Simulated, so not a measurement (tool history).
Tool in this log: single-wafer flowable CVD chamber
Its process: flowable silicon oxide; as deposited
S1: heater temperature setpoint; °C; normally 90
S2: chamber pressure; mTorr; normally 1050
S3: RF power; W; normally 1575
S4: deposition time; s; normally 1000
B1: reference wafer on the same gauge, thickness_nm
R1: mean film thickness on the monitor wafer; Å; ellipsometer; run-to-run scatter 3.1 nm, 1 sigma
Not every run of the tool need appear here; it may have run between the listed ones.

| run | hour | S1 | S2 | S3 | S4 | B1 | R1 |
|---|---|---|---|---|---|---|---|
| 1 | 0.0 | 90 | 1050 | 1575 | 1000 | 1170.127 | 11878.73 |
| 2 | 7.5 | 90 | 1050 | 1575 | 1000 | 1171.413 | 11809.02 |
| 3 | 18.0 | 90 | 1050 | 1575 | 1000 | 1171.083 | 11850.97 |
| 4 | 29.0 | 90 | 1050 | 1575 | 1000 | 1169.551 | 11922.96 |
| 5 | 46.0 | 95 | 1050 | 1575 | 1000 | 1169.370 | 10064.04 |
| 6 | 60.5 | 90 | 1050 | 1575 | 1000 | 1169.525 | 11852.05 |
| 7 | 68.6 | 90 | 1050 | 1575 | 1000 | 1170.677 | 11835.41 |
| 8 | 82.7 | 90 | 1050 | 1575 | 1000 | 1170.948 | 11837.45 |
| 9 | 92.5 | 94 | 1050 | 1575 | 1000 | 1168.674 | 10385.38 |
| 10 | 100.8 | 99 | 1170 | 1575 | 940 | 1169.208 | 8985.00 |
|  | 115.6 | thermocouple changed; heater temperature recalibrated |
| 11 | 116.1 | 90 | 1050 | 1575 | 1000 | 1169.436 | 11890.89 |
|  | 131.5 | capacitance manometer re-zeroed and calibrated |
|  | 155.2 | gauge calibrated |
|  | 158.2 | RF generator calibrated |
| 12 | 161.5 | 90 | 1240 | 1885 | 1000 | 1169.898 | 14124.71 |
|  | 177.6 | showerhead replaced |
| 13 | 178.1 | 90 | 1050 | 1575 | 900 | 1171.043 | 10640.99 |
| 14 | 187.2 | 90 | 1050 | 1575 | 900 | 1169.212 | 10630.89 |
| 15 | 201.1 | 90 | 1050 | 1575 | 940 | 1169.588 | 11120.39 |
| 16 | 210.9 | 90 | 1050 | 1685 | 1000 | 1170.098 | 12098.17 |
| 17 | 226.7 | 90 | 1050 | 1575 | 1000 | 1171.113 | 11834.74 |

Hidden state, per run?
wafer temperature above the value expected at the setpoint (K): 0 on each run
delivered RF power above the setpoint (%): 0 on each run
true pressure above the setpoint (%): 0 on each run
gauge reads high (%): 0 on each run
